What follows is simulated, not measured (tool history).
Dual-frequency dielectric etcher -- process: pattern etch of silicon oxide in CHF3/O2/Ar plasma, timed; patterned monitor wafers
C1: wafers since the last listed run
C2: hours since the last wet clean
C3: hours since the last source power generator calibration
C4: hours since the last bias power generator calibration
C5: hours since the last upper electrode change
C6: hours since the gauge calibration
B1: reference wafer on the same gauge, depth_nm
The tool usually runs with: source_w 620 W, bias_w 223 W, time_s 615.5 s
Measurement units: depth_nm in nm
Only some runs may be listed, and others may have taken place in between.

Run 1, hour 0: usual settings; C1 0; C2 128.1; C3 752.1; C4 1482.9; C5 3803.7; C6 72.1; B1 1009.9. Result: depth_nm 1234.6 nm.
Run 2, hour 79.1: usual settings; C1 306; C2 207.2; C3 831.2; C4 1562; C5 3882.8; C6 151.2; B1 1009.7. Result: depth_nm 1237.3 nm.
Run 3, hour 117.2: usual settings; C1 147; C2 245.3; C3 869.3; C4 1600.1; C5 3920.9; C6 189.3; B1 1010.3. Result: depth_nm 1239.2 nm.
Run 4, hour 160.1: usual settings but time_s 659 s; C1 166; C2 288.2; C3 912.2; C4 1643; C5 3963.8; C6 232.2; B1 1010.4. Result: depth_nm 1326.7 nm.
Run 5, hour 218.1: usual settings but time_s 659 s; C1 224; C2 346.2; C3 970.2; C4 1701; C5 4021.8; C6 290.2; B1 1009.6. Result: depth_nm 1328.1 nm.
Run 6, hour 243.9: usual settings but time_s 659 s; C1 99; C2 372; C3 996; C4 1726.8; C5 4047.6; C6 316; B1 1009.9. Result: depth_nm 1332.7 nm.
Run 7, hour 315.3: usual settings but time_s 479 s; C1 276; C2 443.4; C3 1067.4; C4 1798.2; C5 4119; C6 387.4; B1 1010.2. Result: depth_nm 971.3 nm.
At hour 405.9: wet clean of the chamber.
Run 8, hour 439.3: usual settings but time_s 479 s; C1 387; C2 33.4; C3 1191.4; C4 1922.2; C5 4243; C6 511.4; B1 1010.2. Result: depth_nm 954.4 nm.
Run 9, hour 468.3: usual settings but time_s 479 s; C1 112; C2 62.4; C3 1220.4; C4 1951.2; C5 4272; C6 540.4; B1 1010.1. Result: depth_nm 958.6 nm.
Run 10, hour 534.1: usual settings but source_w 700 W, bias_w 237 W; C1 254; C2 128.2; C3 1286.2; C4 2017; C5 4337.8; C6 606.2; B1 1009.7. Result: depth_nm 1346.8 nm.
At hour 611.8: upper electrode replaced.
Run 11, hour 612.3: usual settings; C1 209; C2 206.4; C3 1364.4; C4 2095.2; C5 0.5; C6 684.4; B1 1009.2. Result: depth_nm 1238.7 nm.
At hour 648.8: bias power generator calibrated.
Run 12, hour 658.7: usual settings; C1 164; C2 252.8; C3 1410.8; C4 9.9; C5 46.9; C6 730.8; B1 1009.9. Result: depth_nm 1216 nm.
Run 13, hour 695.8: usual settings but source_w 490 W, time_s 689 s; C1 143; C2 289.9; C3 1447.9; C4 47; C5 84; C6 767.9; B1 1009.9. Result: depth_nm 1203.9 nm.
Run 14, hour 726.4: usual settings; C1 118; C2 320.5; C3 1478.5; C4 77.6; C5 114.6; C6 798.5; B1 1010.1. Result: depth_nm 1218.5 nm.
Run 15, hour 782.6: usual settings but time_s 689.5 s; C1 217; C2 376.7; C3 1534.7; C4 133.8; C5 170.8; C6 854.7; B1 1009.9. Result: depth_nm 1369.4 nm.
At hour 827.7: wet clean of the chamber.
Run 16, hour 828.2: usual settings but source_w 480 W, bias_w 275 W, time_s 708.5 s; C1 83; C2 0.5; C3 1580.3; C4 179.4; C5 216.4; C6 900.3; B1 1009.9. Result: depth_nm 1334.3 nm.
Run 17, hour 870.8: usual settings but source_w 580 W, bias_w 260 W, time_s 753.5 s; C1 165; C2 43.1; C3 1622.9; C4 222; C5 259; C6 942.9; B1 1010.1. Result: depth_nm 1532.9 nm.
At hour 892.9: gauge calibrated.
Run 18, hour 920.9: usual settings but source_w 660 W, bias_w 181 W, time_s 440 s; C1 194; C2 93.2; C3 1673; C4 272.1; C5 309.1; C6 28; B1 1010.2. Result: depth_nm 816.9 nm.
Run 19, hour 980.8: usual settings; C1 232; C2 153.1; C3 1732.9; C4 332; C5 369; C6 87.9; B1 1010.1. Result: depth_nm 1219.2 nm.
Run 20, hour 1040.2: usual settings but source_w 520 W, bias_w 258 W, time_s 552 s; C1 230; C2 212.5; C3 1792.3; C4 391.4; C5 428.4; C6 147.3; B1 1009.9. Result: depth_nm 1070.6 nm.
Run 21, hour 1074.9: usual settings; C1 134; C2 247.2; C3 1827; C4 426.1; C5 463.1; C6 182; B1 1010.3. Result: depth_nm 1222.5 nm.
At hour 1132.6: source power generator calibrated.
Run 22, hour 1235.8: usual settings but source_w 740 W; C1 607; C2 408.1; C3 103.2; C4 587; C5 624; C6 342.9; B1 1010. Result: depth_nm 1348.1 nm.
At hour 1263.5: wet clean of the chamber.
Run 23, hour 1351: usual settings; C1 353; C2 87.5; C3 218.4; C4 702.2; C5 739.2; C6 458.1; B1 1010.2. Result: depth_nm 1228.4 nm.
Run 24, hour 1401.8: usual settings but bias_w 244 W, time_s 472.5 s; C1 196; C2 138.3; C3 269.2; C4 753; C5 790; C6 508.9; B1 1010.2. Result: depth_nm 977.5 nm.
Run 25, hour 1433.9: usual settings but source_w 680 W, bias_w 173 W, time_s 549 s; C1 124; C2 170.4; C3 301.3; C4 785.1; C5 822.1; C6 541; B1 1009.8. Result: depth_nm 1024.1 nm.
Run 26, hour 1491.5: usual settings but source_w 670 W, bias_w 201 W; C1 223; C2 228; C3 358.9; C4 842.7; C5 879.7; C6 598.6; B1 1009.9. Result: depth_nm 1217.3 nm.
Run 27, hour 1518.5: usual settings; C1 104; C2 255; C3 385.9; C4 869.7; C5 906.7; C6 625.6; B1 1010. Result: depth_nm 1232.6 nm.
Run 28, hour 1559.1: usual settings but source_w 580 W, bias_w 190 W, time_s 750 s; C1 157; C2 295.6; C3 426.5; C4 910.3; C5 947.3; C6 666.2; B1 1010.2. Result: depth_nm 1351.2 nm.
Run 29, hour 1600.7: usual settings but source_w 500 W; C1 161; C2 337.2; C3 468.1; C4 951.9; C5 988.9; C6 707.8; B1 1009.9. Result: depth_nm 1103.3 nm.
Run 30, hour 1643.4: usual settings but time_s 479 s; C1 165; C2 379.9; C3 510.8; C4 994.6; C5 1031.6; C6 750.5; B1 1009.2. Result: depth_nm 963.7 nm.

For each run, the measured value with the value that run would have given without the tool's hidden condition subtracted. The run-to-run variation is shared by both, the gauge scatter possibly not:
What the log doesn't record here: etch rate over this chamber's usual, %; source power that arrives over what is set, %; bias power that arrives over what is set, %; gauge reads high (%).
run  depth_nm
  1     +26.6
  2       +30
  3     +31.6
  4     +35.8
  5     +38.4
  6     +39.7
  7     +31.2
  8     +18.5
  9     +19.5
 10     +30.4
 11     +31.1
 12      +8.5
 13     +11.1
 14     +13.5
 15     +19.6
 16      +3.2
 17      +7.2
 18      +5.7
 19     +12.6
 20     +14.5
 21     +18.2
 22     +29.8
 23     +16.9
 24     +15.8
 25     +16.7
 26     +23.3
 27     +25.5
 28     +29.4
 29     +26.6
 30     +24.5

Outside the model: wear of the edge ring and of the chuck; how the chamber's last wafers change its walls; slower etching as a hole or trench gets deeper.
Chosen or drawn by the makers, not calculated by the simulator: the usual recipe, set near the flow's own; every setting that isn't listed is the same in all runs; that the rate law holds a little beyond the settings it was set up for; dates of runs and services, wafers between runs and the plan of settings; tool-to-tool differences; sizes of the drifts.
